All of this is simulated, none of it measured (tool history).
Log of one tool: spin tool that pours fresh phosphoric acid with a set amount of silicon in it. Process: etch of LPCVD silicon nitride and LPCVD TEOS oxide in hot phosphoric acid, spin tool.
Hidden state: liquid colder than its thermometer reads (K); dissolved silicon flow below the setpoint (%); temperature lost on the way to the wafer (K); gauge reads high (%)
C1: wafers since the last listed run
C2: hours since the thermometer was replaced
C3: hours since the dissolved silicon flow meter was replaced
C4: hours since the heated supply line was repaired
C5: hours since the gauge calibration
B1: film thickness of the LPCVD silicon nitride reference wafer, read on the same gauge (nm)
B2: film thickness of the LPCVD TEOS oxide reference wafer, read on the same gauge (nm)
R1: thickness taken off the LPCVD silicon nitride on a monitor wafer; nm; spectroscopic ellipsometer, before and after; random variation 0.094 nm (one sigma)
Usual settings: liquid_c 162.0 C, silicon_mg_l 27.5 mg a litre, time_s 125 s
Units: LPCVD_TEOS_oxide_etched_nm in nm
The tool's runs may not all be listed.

run 1 day=0.000 | liquid_c=162.0 silicon_mg_l=38.0 time_s=125 | C1=0 C2=335.9 C3=1732.6 C4=1886.2 C5=290.6 | B1=100.01 B2=39.996 | R1=10.64 LPCVD_TEOS_oxide_etched_nm=0.244
run 2 day=0.554 | liquid_c=163.0 silicon_mg_l=27.5 time_s=125 | C1=136 C2=349.2 C3=1745.9 C4=1899.5 C5=303.9 | B1=99.98 B2=39.991 | R1=11.17 LPCVD_TEOS_oxide_etched_nm=0.424
-- day=1.304 dissolved silicon flow meter replaced
run 3 day=1.325 | liquid_c=162.0 silicon_mg_l=19.0 time_s=125 | C1=179 C2=367.7 C3=0.5 C4=1918.0 C5=322.4 | B1=100.00 B2=40.014 | R1=10.59 LPCVD_TEOS_oxide_etched_nm=0.602
run 4 day=1.667 | liquid_c=162.0 silicon_mg_l=19.0 time_s=125 | C1=84 C2=375.9 C3=8.7 C4=1926.2 C5=330.6 | B1=100.01 B2=40.007 | R1=10.66 LPCVD_TEOS_oxide_etched_nm=0.496
run 5 day=1.929 | liquid_c=162.0 silicon_mg_l=19.0 time_s=125 | C1=64 C2=382.2 C3=15.0 C4=1932.5 C5=336.9 | B1=100.03 B2=40.001 | R1=10.46 LPCVD_TEOS_oxide_etched_nm=0.530
-- day=2.292 gauge calibrated
run 6 day=2.325 | liquid_c=162.0 silicon_mg_l=27.5 time_s=125 | C1=97 C2=391.7 C3=24.5 C4=1942.0 C5=0.8 | B1=99.99 B2=39.980 | R1=10.65 LPCVD_TEOS_oxide_etched_nm=0.377
run 7 day=2.692 | liquid_c=162.0 silicon_mg_l=27.5 time_s=125 | C1=90 C2=400.5 C3=33.3 C4=1950.8 C5=9.6 | B1=99.99 B2=39.959 | R1=10.66 LPCVD_TEOS_oxide_etched_nm=0.398
run 8 day=3.054 | liquid_c=162.0 silicon_mg_l=27.5 time_s=125 | C1=89 C2=409.2 C3=42.0 C4=1959.5 C5=18.3 | B1=100.00 B2=40.027 | R1=10.46 LPCVD_TEOS_oxide_etched_nm=0.400
run 9 day=3.450 | liquid_c=162.0 silicon_mg_l=27.5 time_s=125 | C1=97 C2=418.7 C3=51.5 C4=1969.0 C5=27.8 | B1=100.01 B2=39.960 | R1=10.55 LPCVD_TEOS_oxide_etched_nm=0.384
run 10 day=3.896 | liquid_c=162.5 silicon_mg_l=14.0 time_s=125 | C1=109 C2=429.4 C3=62.2 C4=1979.7 C5=38.5 | B1=100.01 B2=40.025 | R1=10.47 LPCVD_TEOS_oxide_etched_nm=0.598
run 11 day=4.267 | liquid_c=162.0 silicon_mg_l=9.0 time_s=145 | C1=91 C2=438.3 C3=71.1 C4=1988.6 C5=47.4 | B1=100.00 B2=39.988 | R1=12.03 LPCVD_TEOS_oxide_etched_nm=0.843
run 12 day=4.988 | liquid_c=159.0 silicon_mg_l=16.5 time_s=125 | C1=177 C2=455.6 C3=88.4 C4=2005.9 C5=64.7 | B1=99.99 B2=39.949 | R1=9.50 LPCVD_TEOS_oxide_etched_nm=0.432
run 13 day=6.229 | liquid_c=162.0 silicon_mg_l=27.5 time_s=125 | C1=305 C2=485.4 C3=118.2 C4=2035.7 C5=94.5 | B1=99.99 B2=40.007 | R1=10.35 LPCVD_TEOS_oxide_etched_nm=0.462
-- day=6.350 heated supply line repaired
run 14 day=6.571 | liquid_c=162.0 silicon_mg_l=27.5 time_s=125 | C1=73 C2=493.6 C3=126.4 C4=5.3 C5=102.7 | B1=99.99 B2=40.029 | R1=10.45 LPCVD_TEOS_oxide_etched_nm=0.451
run 15 day=7.088 | liquid_c=162.0 silicon_mg_l=49.0 time_s=125 | C1=127 C2=506.0 C3=138.8 C4=17.7 C5=115.1 | B1=100.00 B2=40.012 | R1=10.52 LPCVD_TEOS_oxide_etched_nm=0.157
run 16 day=7.767 | liquid_c=162.0 silicon_mg_l=27.5 time_s=70 | C1=167 C2=522.3 C3=155.1 C4=34.0 C5=131.4 | B1=99.98 B2=39.970 | R1=5.76 LPCVD_TEOS_oxide_etched_nm=0.200
-- day=7.825 thermometer replaced
run 17 day=8.438 | liquid_c=162.0 silicon_mg_l=27.5 time_s=125 | C1=154 C2=14.7 C3=171.2 C4=50.1 C5=147.5 | B1=100.00 B2=39.995 | R1=11.18 LPCVD_TEOS_oxide_etched_nm=0.466
run 18 day=8.688 | liquid_c=162.0 silicon_mg_l=27.5 time_s=125 | C1=61 C2=20.7 C3=177.2 C4=56.1 C5=153.5 | B1=99.97 B2=39.998 | R1=10.92 LPCVD_TEOS_oxide_etched_nm=0.481
run 19 day=8.954 | liquid_c=162.0 silicon_mg_l=10.5 time_s=95 | C1=65 C2=27.1 C3=183.6 C4=62.5 C5=159.9 | B1=100.00 B2=39.990 | R1=8.25 LPCVD_TEOS_oxide_etched_nm=0.536
run 20 day=9.617 | liquid_c=163.0 silicon_mg_l=27.5 time_s=125 | C1=162 C2=43.0 C3=199.5 C4=78.4 C5=175.8 | B1=99.99 B2=39.998 | R1=11.30 LPCVD_TEOS_oxide_etched_nm=0.482
run 21 day=10.321 | liquid_c=160.0 silicon_mg_l=27.5 time_s=190 | C1=173 C2=59.9 C3=216.4 C4=95.3 C5=192.7 | B1=99.97 B2=39.985 | R1=15.48 LPCVD_TEOS_oxide_etched_nm=0.608
run 22 day=11.033 | liquid_c=162.0 silicon_mg_l=27.5 time_s=95 | C1=175 C2=77.0 C3=233.5 C4=112.4 C5=209.8 | B1=99.99 B2=39.981 | R1=8.34 LPCVD_TEOS_oxide_etched_nm=0.331
run 23 day=11.283 | liquid_c=162.0 silicon_mg_l=43.0 time_s=125 | C1=61 C2=83.0 C3=239.5 C4=118.4 C5=215.8 | B1=100.02 B2=39.986 | R1=10.94 LPCVD_TEOS_oxide_etched_nm=0.191

3 ways to go on from here, each from the tool as it stands after run 23. What would each give?
run A day=11.304 | liquid_c=159.5 silicon_mg_l=27.5 time_s=125 | C1=5 C2=83.5 C3=240.0 C4=118.9 C5=216.3 | B1=? B2=? | R1=? LPCVD_TEOS_oxide_etched_nm=?
run B day=11.304 | liquid_c=164.5 silicon_mg_l=27.5 time_s=85 | C1=5 C2=83.5 C3=240.0 C4=118.9 C5=216.3 | B1=? B2=? | R1=? LPCVD_TEOS_oxide_etched_nm=?
run C day=11.304 | liquid_c=164.5 silicon_mg_l=27.5 time_s=195 | C1=5 C2=83.5 C3=240.0 C4=118.9 C5=216.3 | B1=? B2=? | R1=? LPCVD_TEOS_oxide_etched_nm=?

run=A B1=100.01 B2=40.011 R1=10.08 LPCVD_TEOS_oxide_etched_nm=0.376
run=B B1=100.01 B2=40.011 R1=8.10 LPCVD_TEOS_oxide_etched_nm=0.370
run=C B1=100.01 B2=40.011 R1=18.59 LPCVD_TEOS_oxide_etched_nm=0.848
Without the tool's hidden state the same runs would have given:
run=A R1=10.32 LPCVD_TEOS_oxide_etched_nm=0.396
run=B R1=8.29 LPCVD_TEOS_oxide_etched_nm=0.389
run=C R1=19.02 LPCVD_TEOS_oxide_etched_nm=0.893

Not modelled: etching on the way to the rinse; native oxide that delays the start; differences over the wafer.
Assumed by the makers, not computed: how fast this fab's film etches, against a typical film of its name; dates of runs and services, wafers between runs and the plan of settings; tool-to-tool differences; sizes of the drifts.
